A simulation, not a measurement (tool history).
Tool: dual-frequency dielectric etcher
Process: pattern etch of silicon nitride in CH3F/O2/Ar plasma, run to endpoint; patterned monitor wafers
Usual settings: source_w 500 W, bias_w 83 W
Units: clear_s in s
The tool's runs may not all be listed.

| run | hour | source_w | bias_w | wafers since the last listed run | hours since the last wet clean | hours since the last source power generator calibration | hours since the last bias power generator calibration | hours since the last upper electrode change | incoming incoming film thickness, nm | clear_s |
|---|---|---|---|---|---|---|---|---|---|---|
| 1 | 0 | 500 | 83 | 0 | 309.5 | 4082.6 | 4007.4 | 1517.5 | 47.58 | 58.3 |
| 2 | 92.3 | 500 | 83 | 1211 | 401.8 | 4174.9 | 4099.7 | 1609.8 | 47.6 | 57.6 |
|  | 195.1 | wet clean of the chamber |
| 3 | 195.6 | 580 | 83 | 1040 | 0.5 | 4278.2 | 4203 | 1713.1 | 47.33 | 56.8 |
| 4 | 285.2 | 580 | 83 | 1176 | 90.1 | 4367.8 | 4292.6 | 1802.7 | 46.93 | 56 |
| 5 | 378.2 | 580 | 83 | 1220 | 183.1 | 4460.8 | 4385.6 | 1895.7 | 47.53 | 56.2 |
|  | 451.5 | bias power generator calibrated |
| 6 | 472.2 | 540 | 83 | 1181 | 277.1 | 4554.8 | 20.7 | 1989.7 | 47.54 | 56.9 |
| 7 | 566.9 | 420 | 83 | 1243 | 371.8 | 4649.5 | 115.4 | 2084.4 | 48 | 61.4 |
|  | 614.1 | wet clean of the chamber |
| 8 | 614.6 | 500 | 83 | 311 | 0.5 | 4697.2 | 163.1 | 2132.1 | 47.34 | 59.5 |
| 9 | 712.7 | 500 | 83 | 1287 | 98.6 | 4795.3 | 261.2 | 2230.2 | 47.56 | 59.3 |
| 10 | 814.7 | 500 | 70 | 1338 | 200.6 | 4897.3 | 363.2 | 2332.2 | 47.2 | 62.4 |
|  | 835.4 | source power generator calibrated |
| 11 | 851.1 | 500 | 83 | 425 | 237 | 15.7 | 399.6 | 2368.6 | 47.55 | 58.9 |
| 12 | 938.7 | 430 | 72 | 1149 | 324.6 | 103.3 | 487.2 | 2456.2 | 46.76 | 63.3 |
| 13 | 1028.4 | 500 | 70 | 1177 | 414.3 | 193 | 576.9 | 2545.9 | 47.25 | 61.6 |
|  | 1081.7 | wet clean of the chamber |
|  | 1101.5 | upper electrode replaced |
| 14 | 1102 | 570 | 75 | 391 | 20.3 | 266.6 | 650.5 | 0.5 | 47.36 | 59.7 |
| 15 | 1157.6 | 440 | 93 | 729 | 75.9 | 322.2 | 706.1 | 56.1 | 47.25 | 58.1 |
| 16 | 1235.4 | 570 | 89 | 1021 | 153.7 | 400 | 783.9 | 133.9 | 47.56 | 54.9 |
| 17 | 1328.8 | 570 | 93 | 1226 | 247.1 | 493.4 | 877.3 | 227.3 | 47.22 | 53.4 |
| 18 | 1428.1 | 570 | 75 | 1303 | 346.4 | 592.7 | 976.6 | 326.6 | 47.28 | 58 |

Some steps in clear_s between neighbouring runs. How much of each would the tool show without its hidden state too (settings, what came in, random variation), and how much is left for the hidden state, with any gauge scatter that isn't in both results?
The hidden state here: etch rate over this chamber's usual, %; source power that arrives over what is set, %; bias power that arrives over what is set, %.
Run 2 -> 3: source_w 500 -> 580, wet clean of the chamber. clear_s -0.8 s: hidden state +1.9, all else -2.7.
Run 17 -> 18: bias_w 93 -> 75. clear_s +4.6 s: hidden state -0.5, all else +5.1.

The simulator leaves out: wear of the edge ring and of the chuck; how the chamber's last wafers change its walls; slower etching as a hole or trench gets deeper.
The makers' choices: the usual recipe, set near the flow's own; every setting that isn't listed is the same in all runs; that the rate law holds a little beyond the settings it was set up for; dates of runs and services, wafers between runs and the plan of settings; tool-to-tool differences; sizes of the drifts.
